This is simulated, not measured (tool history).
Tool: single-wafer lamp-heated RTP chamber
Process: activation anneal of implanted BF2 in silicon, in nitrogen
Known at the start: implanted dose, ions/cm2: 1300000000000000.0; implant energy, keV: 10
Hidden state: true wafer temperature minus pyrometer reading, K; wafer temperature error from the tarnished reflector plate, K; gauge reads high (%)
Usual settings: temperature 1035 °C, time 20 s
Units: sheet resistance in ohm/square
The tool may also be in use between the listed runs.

run     day  temperature  time  wafers since the last listed run  wafers since the last pyrometer calibration  wafers since the reflector plate was cleaned  hours since the gauge calibration  read-back reference wafer on the same gauge, sheet resistance  sheet resistance
  1       0         1052    20                                 0                                         3704                                          3127                              679.8                                                         190.91             148.4
  2   1.962         1052    20                               916                                         4621                                          4043                              726.9                                                         190.93            148.19
  3     3.2         1052    20                               578                                         5199                                          4622                              756.6                                                         190.95            147.85
      4.571  -- pyrometer window cleaned and pyrometer calibrated
  4   5.175         1029    26                               766                                          282                                          5389                                804                                                         190.75            164.73
  5   7.867         1029    26                              1257                                         1539                                          6646                              868.6                                                         190.93            162.56
  6   9.329         1051    20                               683                                         2222                                          7329                              903.7                                                          191.1            148.97
  7    12.2         1035    15                              1341                                         3564                                          8671                              972.6                                                         190.96            173.05
     13.221  -- reflector plate cleaned
  8  14.679         1035    14                              1002                                         4566                                           681                             1032.1                                                         191.29            180.32
  9  16.483         1035    14                               842                                         5409                                          1524                             1075.4                                                         191.14            178.57
 10  18.671         1035    20                              1021                                         6431                                          2546                             1127.9                                                          191.3            165.75
     19.204  -- pyrometer window cleaned and pyrometer calibrated
 11  21.104         1035    20                               981                                          886                                          3527                             1186.3                                                         190.88            168.36
 12  26.904         1035    20                              2709                                         3596                                          6237                             1325.5                                                         191.23            165.41
 13  29.321         1035    20                              1129                                         4725                                          7366                             1383.5                                                         190.94            164.93
 14  32.071         1035    20                              1284                                         6010                                          8651                             1449.5                                                         190.94             164.4
 15  34.579         1035    20                              1171                                         7182                                          9823                             1509.7                                                         190.93            162.66
       35.6  -- pyrometer window cleaned and pyrometer calibrated
 16  36.671         1035    20                               821                                          500                                         10645                             1559.9                                                         191.05            165.56
     37.688  -- reflector plate cleaned
 17  38.662         1061    14                               774                                         1275                                           456                             1607.7                                                         191.09            151.45
 18  39.875         1011    12                               566                                         1841                                          1022                             1636.8                                                         191.03            235.53
 19  41.675         1057     8                               840                                         2682                                          1863                               1680                                                         191.26            173.61
 20  43.617         1035    27                               907                                         3589                                          2770                             1726.6                                                         191.03            157.19
 21  45.283         1035    20                               778                                         4368                                          3549                             1766.6                                                         190.87            167.02
     47.917  -- pyrometer window cleaned and pyrometer calibrated
 22  50.971         1035    16                              2501                                         1426                                          6051                             1903.1                                                         191.14            174.52
 23  53.246         1049    14                              1062                                         2489                                          7113                             1957.7                                                         191.04            160.65
      53.45  -- gauge calibrated
 24  54.988         1051    10                               813                                         3303                                          7927                               36.9                                                         191.11            168.35
     57.996  -- reflector plate cleaned
 25  58.017         1021    29                              1259                                         4562                                             9                              109.6                                                         190.98            167.82
 26  58.854         1035    20                               391                                         4954                                           401                              129.7                                                         191.17             166.3
 27  60.333         1035    10                               691                                         5645                                          1092                              165.2                                                         191.24             194.7
 28  62.779         1035    20                              1142                                         6787                                          2234                              223.9                                                         190.66            166.87
     63.592  -- pyrometer window cleaned and pyrometer calibrated
 29  64.462         1051    12                               630                                          406                                          2865                              264.3                                                         190.92            167.38
 30  66.404         1035    20                               907                                         1313                                          3772                              310.9                                                         191.16            168.19
 31  68.671         1050    14                              1058                                         2372                                          4831                              365.3                                                         191.01            160.81
 32  69.838         1057    28                               545                                         2917                                          5376                              393.3                                                         190.96            136.05
 33  72.121         1035    20                              1066                                         3984                                          6443                              448.1                                                         190.98            165.63

3 ways to go on from here, each from the tool as it stands after run 33. What would each give?
  A  72.138         1035    20                                 7                                         3992                                          6451                              448.5                                                              ?                 ?
  B  72.138         1044    23                                 7                                         3992                                          6451                              448.5                                                              ?                 ?
  C  72.138         1045    29                                 7                                         3992                                          6451                              448.5                                                              ?                 ?

run  read-back reference wafer on the same gauge, sheet resistance  sheet resistance
  A                                                         191.14             166.1
  B                                                         191.14            153.32
  C                                                         191.14            146.95
Without the tool's hidden state the same runs would have given:
run  sheet resistance
  A            171.02
  B            157.44
  C            150.68

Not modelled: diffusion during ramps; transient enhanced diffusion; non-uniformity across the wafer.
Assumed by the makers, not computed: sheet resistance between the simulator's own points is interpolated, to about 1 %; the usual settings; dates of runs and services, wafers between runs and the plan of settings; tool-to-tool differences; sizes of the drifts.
